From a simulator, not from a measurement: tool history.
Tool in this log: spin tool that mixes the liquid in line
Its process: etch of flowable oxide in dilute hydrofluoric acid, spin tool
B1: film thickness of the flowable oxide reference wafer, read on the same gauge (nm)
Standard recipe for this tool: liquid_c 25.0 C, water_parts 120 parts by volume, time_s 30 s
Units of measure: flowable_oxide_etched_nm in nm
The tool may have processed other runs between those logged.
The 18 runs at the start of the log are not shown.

run 19 day=10.158 | liquid_c=25.0 water_parts=120 time_s=30 | B1=59.94 | flowable_oxide_etched_nm=10.71
-- day=10.400 thermometer replaced
run 20 day=10.642 | liquid_c=29.0 water_parts=160 time_s=45 | B1=60.00 | flowable_oxide_etched_nm=15.14
run 21 day=11.000 | liquid_c=25.0 water_parts=120 time_s=45 | B1=60.02 | flowable_oxide_etched_nm=18.18
run 22 day=12.267 | liquid_c=22.5 water_parts=60 time_s=45 | B1=59.98 | flowable_oxide_etched_nm=35.24
run 23 day=12.725 | liquid_c=23.0 water_parts=145 time_s=35 | B1=59.96 | flowable_oxide_etched_nm=10.53
run 24 day=13.221 | liquid_c=25.0 water_parts=150 time_s=30 | B1=59.98 | flowable_oxide_etched_nm=9.38
run 25 day=15.058 | liquid_c=20.0 water_parts=160 time_s=30 | B1=59.99 | flowable_oxide_etched_nm=7.12
run 26 day=15.500 | liquid_c=20.5 water_parts=160 time_s=45 | B1=60.01 | flowable_oxide_etched_nm=10.91
run 27 day=15.942 | liquid_c=25.0 water_parts=65 time_s=30 | B1=60.03 | flowable_oxide_etched_nm=23.93
run 28 day=16.525 | liquid_c=29.0 water_parts=120 time_s=30 | B1=59.98 | flowable_oxide_etched_nm=14.06
run 29 day=16.912 | liquid_c=25.0 water_parts=120 time_s=40 | B1=59.95 | flowable_oxide_etched_nm=16.01
run 30 day=17.508 | liquid_c=25.0 water_parts=120 time_s=15 | B1=59.98 | flowable_oxide_etched_nm=5.99
-- day=18.858 gauge calibrated
run 31 day=19.242 | liquid_c=25.0 water_parts=120 time_s=30 | B1=60.00 | flowable_oxide_etched_nm=12.01
run 32 day=19.504 | liquid_c=23.0 water_parts=65 time_s=45 | B1=59.96 | flowable_oxide_etched_nm=32.78
run 33 day=20.225 | liquid_c=25.0 water_parts=120 time_s=30 | B1=59.99 | flowable_oxide_etched_nm=12.00

Predict each of these 5 candidate next runs independently; none follows another, all start after run 33:
run A day=20.242 | liquid_c=25.0 water_parts=120 time_s=30 | B1=? | flowable_oxide_etched_nm=?
run B day=20.242 | liquid_c=25.0 water_parts=120 time_s=35 | B1=? | flowable_oxide_etched_nm=?
run C day=20.242 | liquid_c=22.0 water_parts=175 time_s=15 | B1=? | flowable_oxide_etched_nm=?
run D day=20.242 | liquid_c=25.0 water_parts=165 time_s=30 | B1=? | flowable_oxide_etched_nm=?
run E day=20.242 | liquid_c=25.0 water_parts=120 time_s=20 | B1=? | flowable_oxide_etched_nm=?

run=A B1=59.98 flowable_oxide_etched_nm=12.04
run=B B1=59.98 flowable_oxide_etched_nm=14.05
run=C B1=59.98 flowable_oxide_etched_nm=3.46
run=D B1=59.98 flowable_oxide_etched_nm=8.31
run=E B1=59.98 flowable_oxide_etched_nm=8.03
What these runs would have given with no unlogged condition in the tool:
run=A flowable_oxide_etched_nm=12.29
run=B flowable_oxide_etched_nm=14.34
run=C flowable_oxide_etched_nm=3.53
run=D flowable_oxide_etched_nm=8.47
run=E flowable_oxide_etched_nm=8.19
